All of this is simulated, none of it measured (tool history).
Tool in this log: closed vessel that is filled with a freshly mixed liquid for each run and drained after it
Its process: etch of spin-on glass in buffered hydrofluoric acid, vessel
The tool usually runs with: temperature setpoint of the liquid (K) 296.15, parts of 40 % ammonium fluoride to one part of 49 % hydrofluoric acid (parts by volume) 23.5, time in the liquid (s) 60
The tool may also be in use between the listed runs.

run,hour,temperature setpoint of the liquid (K),parts of 40 % ammonium fluoride to one part of 49 % hydrofluoric acid (parts by volume),time in the liquid (s),wafers since the last listed run,hours since the thermometer was replaced,hours since the hydrofluoric acid flow meter was replaced,hours since the gauge calibration,"read-back film thickness of the spin-on glass reference wafer, read on the same gauge (nm)",thickness taken off the spin-on glass on a monitor wafer (angstrom)
1,0,296.15,23.5,60,0,1500,1726.2,176.6,90.01,741.5
2,23,296.15,23.5,60,1780,1523,1749.2,199.6,90.01,738.2
3,46.6,296.15,23.5,60,1827,1546.6,1772.8,223.2,90.03,734.4
4,70.7,296.15,23.5,60,1865,1570.7,1796.9,247.3,90.02,743.6
5,98.3,296.15,23.5,60,2136,1598.3,1824.5,274.9,89.99,735.8
6,114.2,296.15,23.5,60,1231,1614.2,1840.4,290.8,89.98,737.2
7,143.9,296.15,23.5,60,2299,1643.9,1870.1,320.5,89.99,737.1
8,172.2,296.15,23.5,60,2191,1672.2,1898.4,348.8,90.03,730.7
# hour 200.6: gauge calibrated
9,203.1,296.15,23.5,60,2392,1703.1,1929.3,2.5,90,737.6
10,229.4,296.15,23.5,60,2036,1729.4,1955.6,28.8,90,732.3
11,264.3,296.15,23.5,60,2702,1764.3,1990.5,63.7,90,731.4
12,299.5,296.15,23.5,60,2725,1799.5,2025.7,98.9,89.99,735.1
13,317.6,296.15,23.5,60,1401,1817.6,2043.8,117,90,730.9
14,351.1,301.15,28.5,60,2593,1851.1,2077.3,150.5,90.02,827
15,364.5,298.15,19.5,85,1037,1864.5,2090.7,163.9,89.99,1311.7
# hour 387: thermometer replaced
# hour 457.2: hydrofluoric acid flow meter replaced
16,461.3,296.15,29,90,7339,74.3,4.1,260.7,89.98,1002.3
17,477.7,296.15,17.5,40,1269,90.7,20.5,277.1,89.99,645.1
18,491.4,300.65,30,50,1060,104.4,34.2,290.8,90.01,684.1
19,517.8,292.15,18.5,75,2043,130.8,60.6,317.2,90,927.5
20,565.8,296.15,23.5,60,3716,178.8,108.6,365.2,90,775
21,588,296.15,23.5,60,1718,201,130.8,387.4,89.98,767.7
# hour 594.7: gauge calibrated
22,611.7,294.65,27,35,1834,224.7,154.5,17,90,373.8
23,628,296.15,23.5,70,1261,241,170.8,33.3,89.98,896.4
24,642.8,291.65,27,75,1145,255.8,185.6,48.1,90.03,679.9

3 options for the next run, each taken on its own from the tool as it stands now. Forecast them:
A,643.5,296.15,23.5,60,54,256.5,186.3,48.8,?,?
B,643.5,294.15,20,45,54,256.5,186.3,48.8,?,?
C,643.5,300.65,29,35,54,256.5,186.3,48.8,?,?

run,"read-back film thickness of the spin-on glass reference wafer, read on the same gauge (nm)",thickness taken off the spin-on glass on a monitor wafer (angstrom)
A,89.96,769.3
B,89.96,577
C,89.96,495.1
Without the tool's unlogged condition, the same runs would have read:
run,thickness taken off the spin-on glass on a monitor wafer (angstrom)
A,793
B,594.9
C,511.7
